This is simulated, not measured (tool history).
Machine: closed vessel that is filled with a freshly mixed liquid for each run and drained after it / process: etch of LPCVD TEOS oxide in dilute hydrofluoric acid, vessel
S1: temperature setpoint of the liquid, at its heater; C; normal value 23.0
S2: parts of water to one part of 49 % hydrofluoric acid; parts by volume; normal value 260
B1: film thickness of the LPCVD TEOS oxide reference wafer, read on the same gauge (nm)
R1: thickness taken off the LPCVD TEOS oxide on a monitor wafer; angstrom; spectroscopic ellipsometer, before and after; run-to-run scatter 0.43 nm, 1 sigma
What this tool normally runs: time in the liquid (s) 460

{"run": 1, "hour": 0.0, "S1": 23.0, "S2": 260, "time in the liquid (s)": 460, "B1": 120.01, "R1": 487.6}
{"run": 2, "hour": 71.4, "S1": 23.0, "S2": 260, "time in the liquid (s)": 460, "B1": 119.96, "R1": 483.4}
{"run": 3, "hour": 119.8, "S1": 23.0, "S2": 260, "time in the liquid (s)": 460, "B1": 119.99, "R1": 479.3}
{"run": 4, "hour": 151.0, "S1": 23.0, "S2": 260, "time in the liquid (s)": 460, "B1": 120.0, "R1": 477.2}
{"run": 5, "hour": 208.2, "S1": 23.0, "S2": 260, "time in the liquid (s)": 460, "B1": 120.01, "R1": 478.0}
{"run": 6, "hour": 254.0, "S1": 23.0, "S2": 260, "time in the liquid (s)": 460, "B1": 119.99, "R1": 476.8}
{"run": 7, "hour": 285.9, "S1": 23.0, "S2": 260, "time in the liquid (s)": 460, "B1": 119.99, "R1": 481.8}
{"run": 8, "hour": 325.8, "S1": 23.0, "S2": 260, "time in the liquid (s)": 460, "B1": 119.96, "R1": 474.2}
{"run": 9, "hour": 373.1, "S1": 23.0, "S2": 260, "time in the liquid (s)": 460, "B1": 120.01, "R1": 474.2}
{"run": 10, "hour": 400.4, "S1": 23.0, "S2": 260, "time in the liquid (s)": 460, "B1": 120.0, "R1": 471.7}
{"run": 11, "hour": 467.2, "S1": 23.0, "S2": 260, "time in the liquid (s)": 460, "B1": 120.02, "R1": 472.8}
{"run": 12, "hour": 528.1, "S1": 23.0, "S2": 260, "time in the liquid (s)": 605, "B1": 119.99, "R1": 616.9}
{"run": 13, "hour": 582.0, "S1": 23.0, "S2": 260, "time in the liquid (s)": 225, "B1": 120.0, "R1": 232.6}
{"run": 14, "hour": 634.8, "S1": 23.0, "S2": 215, "time in the liquid (s)": 460, "B1": 119.98, "R1": 590.8}
{"hour": 657.8, "done": "thermometer replaced"}
{"hour": 663.9, "done": "gauge calibrated"}
{"run": 15, "hour": 691.0, "S1": 23.0, "S2": 260, "time in the liquid (s)": 460, "B1": 119.98, "R1": 469.1}
{"run": 16, "hour": 754.0, "S1": 23.0, "S2": 260, "time in the liquid (s)": 660, "B1": 120.01, "R1": 658.0}
{"run": 17, "hour": 800.9, "S1": 23.0, "S2": 260, "time in the liquid (s)": 625, "B1": 120.0, "R1": 629.8}
{"hour": 823.0, "done": "hydrofluoric acid flow meter replaced"}
{"run": 18, "hour": 830.6, "S1": 25.0, "S2": 310, "time in the liquid (s)": 670, "B1": 119.99, "R1": 653.2}
{"run": 19, "hour": 868.0, "S1": 23.0, "S2": 365, "time in the liquid (s)": 460, "B1": 120.01, "R1": 331.1}
{"run": 20, "hour": 935.4, "S1": 23.0, "S2": 260, "time in the liquid (s)": 580, "B1": 119.99, "R1": 647.2}
{"run": 21, "hour": 967.8, "S1": 20.5, "S2": 385, "time in the liquid (s)": 725, "B1": 120.01, "R1": 449.4}
{"run": 22, "hour": 1029.8, "S1": 20.0, "S2": 260, "time in the liquid (s)": 240, "B1": 120.0, "R1": 235.9}
{"run": 23, "hour": 1094.2, "S1": 23.0, "S2": 260, "time in the liquid (s)": 620, "B1": 119.99, "R1": 693.7}
{"run": 24, "hour": 1156.2, "S1": 23.0, "S2": 260, "time in the liquid (s)": 320, "B1": 120.0, "R1": 354.2}
{"run": 25, "hour": 1215.7, "S1": 21.0, "S2": 320, "time in the liquid (s)": 210, "B1": 120.02, "R1": 165.4}
{"run": 26, "hour": 1279.3, "S1": 19.5, "S2": 260, "time in the liquid (s)": 185, "B1": 119.98, "R1": 178.8}
{"run": 27, "hour": 1347.4, "S1": 23.0, "S2": 260, "time in the liquid (s)": 460, "B1": 120.03, "R1": 501.4}
{"run": 28, "hour": 1393.4, "S1": 26.0, "S2": 260, "time in the liquid (s)": 460, "B1": 120.0, "R1": 560.9}
{"run": 29, "hour": 1422.9, "S1": 23.0, "S2": 260, "time in the liquid (s)": 460, "B1": 119.98, "R1": 499.6}
{"run": 30, "hour": 1472.1, "S1": 21.0, "S2": 260, "time in the liquid (s)": 460, "B1": 120.0, "R1": 463.5}
{"run": 31, "hour": 1503.7, "S1": 23.0, "S2": 260, "time in the liquid (s)": 460, "B1": 119.96, "R1": 496.3}
{"run": 32, "hour": 1527.9, "S1": 23.0, "S2": 155, "time in the liquid (s)": 460, "B1": 119.99, "R1": 940.8}

Run-by-run hidden state of the tool:
liquid hotter than its thermometer reads (K): 0 across all the runs
gauge reads high (%): 0 across all the runs
H1: hydrofluoric acid flow below the setpoint (%)
run=1 H1=5.15
run=2 H1=5.43
run=3 H1=5.62
run=4 H1=5.74
run=5 H1=5.96
run=6 H1=6.14
run=7 H1=6.26
run=8 H1=6.42
run=9 H1=6.6
run=10 H1=6.7
run=11 H1=6.96
run=12 H1=7.2
run=13 H1=7.41
run=14 H1=7.61
run=15 H1=7.83
run=16 H1=8.08
run=17 H1=8.26
run=18 H1=0.245
run=19 H1=0.39
run=20 H1=0.652
run=21 H1=0.777
run=22 H1=1.02
run=23 H1=1.27
run=24 H1=1.51
run=25 H1=1.74
run=26 H1=1.99
run=27 H1=2.25
run=28 H1=2.43
run=29 H1=2.54
run=30 H1=2.73
run=31 H1=2.86
run=32 H1=2.95
